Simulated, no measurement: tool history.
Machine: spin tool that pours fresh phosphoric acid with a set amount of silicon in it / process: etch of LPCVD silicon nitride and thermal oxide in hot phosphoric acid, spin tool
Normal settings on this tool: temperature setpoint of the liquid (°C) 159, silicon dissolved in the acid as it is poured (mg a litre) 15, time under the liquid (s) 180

| run | hour | temperature setpoint of the liquid (°C) | silicon dissolved in the acid as it is poured (mg a litre) | time under the liquid (s) | read-back film thickness of the LPCVD silicon nitride reference wafer, read on the same gauge (nm) | read-back film thickness of the thermal oxide reference wafer, read on the same gauge (nm) | thickness taken off the LPCVD silicon nitride on a monitor wafer (Å) | thickness taken off the thermal oxide on a monitor wafer (Å) |
|---|---|---|---|---|---|---|---|---|
| 1 | 0 | 160.5 | 15 | 180 | 59.96 | 110.023 | 135 | 3.48 |
| 2 | 23.3 | 159 | 15 | 180 | 60 | 109.994 | 126.8 | 2.82 |
| 3 | 55.6 | 159 | 15 | 180 | 59.98 | 110.004 | 126.4 | 2.99 |
| 4 | 73.2 | 159 | 15 | 180 | 60.05 | 110.01 | 127.3 | 3.21 |
| 5 | 106.4 | 159 | 15 | 180 | 60.01 | 110.01 | 126.9 | 3.2 |
|  | 130.4 | gauge calibrated |
| 6 | 135.2 | 159 | 8.5 | 180 | 60.03 | 110.01 | 126.8 | 3.28 |
|  | 151.3 | dissolved silicon flow meter replaced |
| 7 | 158 | 159 | 11 | 225 | 60.04 | 109.982 | 158.4 | 3.73 |
| 8 | 187.5 | 158 | 5 | 180 | 60.03 | 110.034 | 122.5 | 3.53 |
| 9 | 210.6 | 161 | 15 | 290 | 60.01 | 109.983 | 218.3 | 5.06 |
| 10 | 241.4 | 156.5 | 11 | 180 | 59.97 | 109.993 | 114.7 | 2.86 |
| 11 | 254.9 | 158 | 15 | 85 | 59.99 | 110.036 | 58 | 1.33 |
| 12 | 274.5 | 160 | 11 | 260 | 60 | 110.015 | 189.8 | 5.42 |
| 13 | 298 | 159 | 18.5 | 180 | 59.99 | 110.027 | 126.3 | 2.86 |
|  | 335.4 | thermometer replaced |
|  | 357.5 | heated supply line repaired |
| 14 | 360.1 | 159 | 15 | 235 | 60.02 | 109.989 | 179.6 | 4.8 |
| 15 | 376.3 | 156.5 | 18.5 | 220 | 60.02 | 110.006 | 154 | 3.38 |
| 16 | 393.5 | 159 | 15 | 180 | 59.97 | 109.975 | 136.8 | 3.43 |
| 17 | 408.2 | 161 | 15 | 220 | 59.98 | 109.997 | 179.1 | 4.72 |
| 18 | 426.9 | 159 | 15 | 180 | 60.01 | 109.988 | 137.1 | 3.81 |
| 19 | 456.5 | 159 | 25.5 | 180 | 59.99 | 110.018 | 136.9 | 2.28 |
| 20 | 486 | 158 | 15 | 180 | 60.04 | 109.979 | 132.6 | 3.27 |
| 21 | 498.4 | 159 | 18.5 | 180 | 59.97 | 110.01 | 136.4 | 3.41 |

Subtracting, for every run, the result it would have given without the tool's unlogged condition from the measured result gives the following. The same run-to-run variation enters both numbers; the gauge's scatter may not:
The hidden state here: liquid colder than its thermometer reads (K); dissolved silicon flow above the setpoint (%); temperature lost on the way to the wafer (K); gauge reads high (%).
| run | thickness taken off the LPCVD silicon nitride on a monitor wafer (Å) | thickness taken off the thermal oxide on a monitor wafer (Å) |
|---|---|---|
| 1 | -10.7 | -0.64 |
| 2 | -10.3 | -0.53 |
| 3 | -10.3 | -0.56 |
| 4 | -10.5 | -0.61 |
| 5 | -10.5 | -0.61 |
| 6 | -10.6 | -0.63 |
| 7 | -13.3 | -0.73 |
| 8 | -10.5 | -0.7 |
| 9 | -18.4 | -0.99 |
| 10 | -11.4 | -0.54 |
| 11 | -5 | -0.26 |
| 12 | -16.5 | -1.09 |
| 13 | -11.1 | -0.58 |
| 14 | -0.3 | -0.02 |
| 15 | -0.3 | -0.01 |
| 16 | -0.4 | -0.02 |
| 17 | -0.5 | -0.03 |
| 18 | -0.4 | -0.02 |
| 19 | -0.5 | -0.02 |
| 20 | -0.6 | -0.03 |
| 21 | -0.7 | -0.04 |
